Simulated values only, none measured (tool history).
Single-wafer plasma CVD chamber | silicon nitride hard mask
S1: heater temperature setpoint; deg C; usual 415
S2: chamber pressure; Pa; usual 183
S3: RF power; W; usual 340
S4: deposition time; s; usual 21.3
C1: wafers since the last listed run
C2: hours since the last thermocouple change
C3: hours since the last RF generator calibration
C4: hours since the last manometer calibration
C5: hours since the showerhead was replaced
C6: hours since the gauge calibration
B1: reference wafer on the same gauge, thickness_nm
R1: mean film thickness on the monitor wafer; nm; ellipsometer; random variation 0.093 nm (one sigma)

run	hour	S1	S2	S3	S4	C1	C2	C3	C4	C5	C6	B1	R1
1	0	415	167	340	21.3	0	2031.9	1003.6	2058.7	5954.8	1449.2	23.658	23.034
2	33.8	415	167	340	21.3	978	2065.7	1037.4	2092.5	5988.6	1483	23.698	22.878
3	178.1	419	183	355	21.3	4177	2210	1181.7	2236.8	6132.9	1627.3	23.729	23.746
# hour 247.6: capacitance manometer re-zeroed and calibrated
# hour 275.8: showerhead replaced
4	326.8	419	183	355	21.3	3841	2358.7	1330.4	79.2	51	1776	23.735	23.985
5	360.6	415	183	340	21.3	978	2392.5	1364.2	113	84.8	1809.8	23.695	23.452
6	393.2	415	183	340	21.3	943	2425.1	1396.8	145.6	117.4	1842.4	23.694	23.302
7	448	415	183	340	21.3	1586	2479.9	1451.6	200.4	172.2	1897.2	23.724	23.366
8	488.5	415	153	340	21.3	1172	2520.4	1492.1	240.9	212.7	1937.7	23.688	22.369
9	544	422	147	340	21.3	1606	2575.9	1547.6	296.4	268.2	1993.2	23.674	22.081
# hour 565.9: thermocouple changed; heater temperature recalibrated
10	588.3	415	183	340	21.3	1050	22.4	1591.9	340.7	312.5	2037.5	23.71	23.47
11	615.6	405	169	285	22.8	790	49.7	1619.2	368	339.8	2064.8	23.734	22.609
12	685.2	415	220	370	25.2	2015	119.3	1688.8	437.6	409.4	2134.4	23.684	30.474
# hour 695.2: gauge calibrated
13	710.4	407	153	280	23.6	729	144.5	1714	462.8	434.6	15.2	23.683	22.356
# hour 755: RF generator calibrated
14	755.5	415	183	340	17.6	1074	189.6	0.5	507.9	479.7	60.3	23.717	19.375
15	780.4	415	143	340	21.3	720	214.5	25.4	532.8	504.6	85.2	23.67	21.816
16	824.6	415	183	275	21.3	1279	258.7	69.6	577	548.8	129.4	23.73	20.899
17	885.1	415	153	340	21.3	1751	319.2	130.1	637.5	609.3	189.9	23.693	22.438
18	953	415	183	340	21.3	1965	387.1	198	705.4	677.2	257.8	23.751	23.518
19	1014.5	415	167	340	21.3	1780	448.6	259.5	766.9	738.7	319.3	23.66	23.004
20	1072.8	415	183	340	17.2	1687	506.9	317.8	825.2	797	377.6	23.682	18.879
21	1212.7	415	183	305	24.7	4050	646.8	457.7	965.1	936.9	517.5	23.694	25.667
22	1249.2	415	183	340	21.3	1056	683.3	494.2	1001.6	973.4	554	23.696	23.364
23	1282.8	422	147	340	21.3	972	716.9	527.8	1035.2	1007	587.6	23.687	22.215
24	1311	415	183	295	21.3	816	745.1	556	1063.4	1035.2	615.8	23.739	21.707
25	1356.4	415	183	340	21.3	1314	790.5	601.4	1108.8	1080.6	661.2	23.69	23.449
26	1390.7	415	183	400	21.3	993	824.8	635.7	1143.1	1114.9	695.5	23.674	25.542
27	1419.2	421	183	340	19.8	825	853.3	664.2	1171.6	1143.4	724	23.746	21.672
28	1468.8	415	183	340	25	1436	902.9	713.8	1221.2	1193	773.6	23.679	27.617

Forecast each of these 5 alternatives for the next run:
A	1469.2	415	171	340	21.3	11	903.3	714.2	1221.6	1193.4	774	?	?
B	1469.2	407	203	325	25	11	903.3	714.2	1221.6	1193.4	774	?	?
C	1469.2	400	164	365	23.4	11	903.3	714.2	1221.6	1193.4	774	?	?
D	1469.2	415	183	340	17.1	11	903.3	714.2	1221.6	1193.4	774	?	?
E	1469.2	415	145	405	17.6	11	903.3	714.2	1221.6	1193.4	774	?	?

run	B1	R1
A	23.74	23.049
B	23.74	27.706
C	23.74	26.191
D	23.74	18.841
E	23.74	20.031
Without the tool's hidden state the same runs would have given:
run	R1
A	23.049
B	27.706
C	26.191
D	18.841
E	20.031

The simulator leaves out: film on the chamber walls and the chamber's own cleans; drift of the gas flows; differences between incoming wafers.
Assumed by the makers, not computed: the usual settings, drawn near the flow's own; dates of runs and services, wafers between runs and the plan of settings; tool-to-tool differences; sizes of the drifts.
